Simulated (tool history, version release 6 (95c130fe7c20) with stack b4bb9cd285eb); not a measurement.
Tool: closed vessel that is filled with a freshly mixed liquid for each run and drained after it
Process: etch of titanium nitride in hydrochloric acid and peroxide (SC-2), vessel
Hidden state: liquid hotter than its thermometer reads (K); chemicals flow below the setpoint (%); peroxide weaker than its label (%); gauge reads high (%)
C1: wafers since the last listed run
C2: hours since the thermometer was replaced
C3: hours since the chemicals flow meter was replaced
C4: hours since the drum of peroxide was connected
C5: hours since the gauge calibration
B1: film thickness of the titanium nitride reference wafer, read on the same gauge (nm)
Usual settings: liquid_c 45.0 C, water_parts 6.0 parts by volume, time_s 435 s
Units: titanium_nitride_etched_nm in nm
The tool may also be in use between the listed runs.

Run 1, hour 0.0: usual settings but water_parts 4.0 parts by volume; C1 0; C2 2755.1; C3 424.2; C4 214.6; C5 205.9; B1 120.01. Result: titanium_nitride_etched_nm 11.56 nm.
At hour 8.4: gauge calibrated.
Run 2, hour 14.0: usual settings but water_parts 5.5 parts by volume; C1 1033; C2 2769.1; C3 438.2; C4 228.6; C5 5.6; B1 119.99. Result: titanium_nitride_etched_nm 9.04 nm.
Run 3, hour 20.1: usual settings but water_parts 8.5 parts by volume; C1 450; C2 2775.2; C3 444.3; C4 234.7; C5 11.7; B1 119.99. Result: titanium_nitride_etched_nm 6.41 nm.
Run 4, hour 31.1: usual settings; C1 811; C2 2786.2; C3 455.3; C4 245.7; C5 22.7; B1 120.04. Result: titanium_nitride_etched_nm 8.47 nm.
Run 5, hour 42.2: usual settings; C1 819; C2 2797.3; C3 466.4; C4 256.8; C5 33.8; B1 120.02. Result: titanium_nitride_etched_nm 8.34 nm.
Run 6, hour 48.4: usual settings; C1 457; C2 2803.5; C3 472.6; C4 263.0; C5 40.0; B1 120.01. Result: titanium_nitride_etched_nm 8.43 nm.
Run 7, hour 63.9: usual settings but liquid_c 40.0 C; C1 1143; C2 2819.0; C3 488.1; C4 278.5; C5 55.5; B1 120.02. Result: titanium_nitride_etched_nm 5.97 nm.
Run 8, hour 73.8: usual settings but liquid_c 40.0 C; C1 730; C2 2828.9; C3 498.0; C4 288.4; C5 65.4; B1 119.97. Result: titanium_nitride_etched_nm 5.83 nm.
Run 9, hour 81.3: usual settings but liquid_c 40.0 C; C1 553; C2 2836.4; C3 505.5; C4 295.9; C5 72.9; B1 119.95. Result: titanium_nitride_etched_nm 5.80 nm.
Run 10, hour 88.9: usual settings; C1 560; C2 2844.0; C3 513.1; C4 303.5; C5 80.5; B1 120.01. Result: titanium_nitride_etched_nm 8.27 nm.
Run 11, hour 98.2: usual settings; C1 686; C2 2853.3; C3 522.4; C4 312.8; C5 89.8; B1 120.02. Result: titanium_nitride_etched_nm 8.31 nm.
Run 12, hour 109.8: usual settings; C1 855; C2 2864.9; C3 534.0; C4 324.4; C5 101.4; B1 120.03. Result: titanium_nitride_etched_nm 8.08 nm.
Run 13, hour 117.9: usual settings; C1 597; C2 2873.0; C3 542.1; C4 332.5; C5 109.5; B1 120.02. Result: titanium_nitride_etched_nm 8.10 nm.
Run 14, hour 125.8: usual settings but water_parts 8.0 parts by volume, time_s 650 s; C1 582; C2 2880.9; C3 550.0; C4 340.4; C5 117.4; B1 120.00. Result: titanium_nitride_etched_nm 9.65 nm.
Run 15, hour 142.5: usual settings but liquid_c 38.5 C, water_parts 7.5 parts by volume, time_s 635 s; C1 1232; C2 2897.6; C3 566.7; C4 357.1; C5 134.1; B1 119.99. Result: titanium_nitride_etched_nm 6.20 nm.
At hour 146.3: new drum of peroxide connected.
Run 16, hour 156.7: usual settings but liquid_c 54.0 C, water_parts 7.0 parts by volume; C1 974; C2 2911.8; C3 580.9; C4 10.4; C5 148.3; B1 120.02. Result: titanium_nitride_etched_nm 14.25 nm.
At hour 169.9: thermometer replaced.
Run 17, hour 182.4: usual settings but water_parts 7.0 parts by volume, time_s 570 s; C1 1822; C2 12.5; C3 606.6; C4 36.1; C5 174.0; B1 120.00. Result: titanium_nitride_etched_nm 10.16 nm.
At hour 186.8: chemicals flow meter replaced.
Run 18, hour 189.0: usual settings but liquid_c 36.0 C, water_parts 4.5 parts by volume, time_s 610 s; C1 413; C2 19.1; C3 2.2; C4 42.7; C5 180.6; B1 120.02. Result: titanium_nitride_etched_nm 8.86 nm.
Run 19, hour 202.1: usual settings; C1 966; C2 32.2; C3 15.3; C4 55.8; C5 193.7; B1 120.01. Result: titanium_nitride_etched_nm 9.50 nm.
Run 20, hour 212.7: usual settings but liquid_c 37.5 C; C1 782; C2 42.8; C3 25.9; C4 66.4; C5 204.3; B1 120.02. Result: titanium_nitride_etched_nm 5.59 nm.
Run 21, hour 228.0: usual settings but liquid_c 48.0 C, water_parts 8.0 parts by volume, time_s 665 s; C1 1128; C2 58.1; C3 41.2; C4 81.7; C5 219.6; B1 119.96. Result: titanium_nitride_etched_nm 14.27 nm.
At hour 239.4: gauge calibrated.
Run 22, hour 244.4: usual settings but liquid_c 51.0 C, water_parts 4.0 parts by volume, time_s 580 s; C1 1210; C2 74.5; C3 57.6; C4 98.1; C5 5.0; B1 119.98. Result: titanium_nitride_etched_nm 24.95 nm.
Run 23, hour 269.8: usual settings; C1 1874; C2 99.9; C3 83.0; C4 123.5; C5 30.4; B1 120.04. Result: titanium_nitride_etched_nm 9.30 nm.
Run 24, hour 286.7: usual settings but liquid_c 37.5 C, water_parts 7.0 parts by volume, time_s 620 s; C1 1247; C2 116.8; C3 99.9; C4 140.4; C5 47.3; B1 120.00. Result: titanium_nitride_etched_nm 6.95 nm.
Run 25, hour 302.3: usual settings; C1 1151; C2 132.4; C3 115.5; C4 156.0; C5 62.9; B1 120.02. Result: titanium_nitride_etched_nm 9.14 nm.

Forecast each of these 4 alternatives for the next run:
Run A, hour 303.1: usual settings but time_s 220 s; C1 59; C2 133.2; C3 116.3; C4 156.8; C5 63.7; B1 ?. Result: titanium_nitride_etched_nm ?.
Run B, hour 303.1: usual settings but liquid_c 40.5 C, water_parts 8.0 parts by volume, time_s 545 s; C1 59; C2 133.2; C3 116.3; C4 156.8; C5 63.7; B1 ?. Result: titanium_nitride_etched_nm ?.
Run C, hour 303.1: usual settings but liquid_c 51.0 C, time_s 555 s; C1 59; C2 133.2; C3 116.3; C4 156.8; C5 63.7; B1 ?. Result: titanium_nitride_etched_nm ?.
Run D, hour 303.1: usual settings but liquid_c 47.5 C, water_parts 7.5 parts by volume, time_s 680 s; C1 59; C2 133.2; C3 116.3; C4 156.8; C5 63.7; B1 ?. Result: titanium_nitride_etched_nm ?.

run      B1  titanium_nitride_etched_nm
  A  120.04                        4.69
  B  120.04                        6.77
  C  120.04                       17.73
  D  120.04                       14.44
Without the tool's hidden state the same runs would have given:
run  titanium_nitride_etched_nm
  A                        4.98
  B                        7.20
  C                       18.82
  D                       15.36
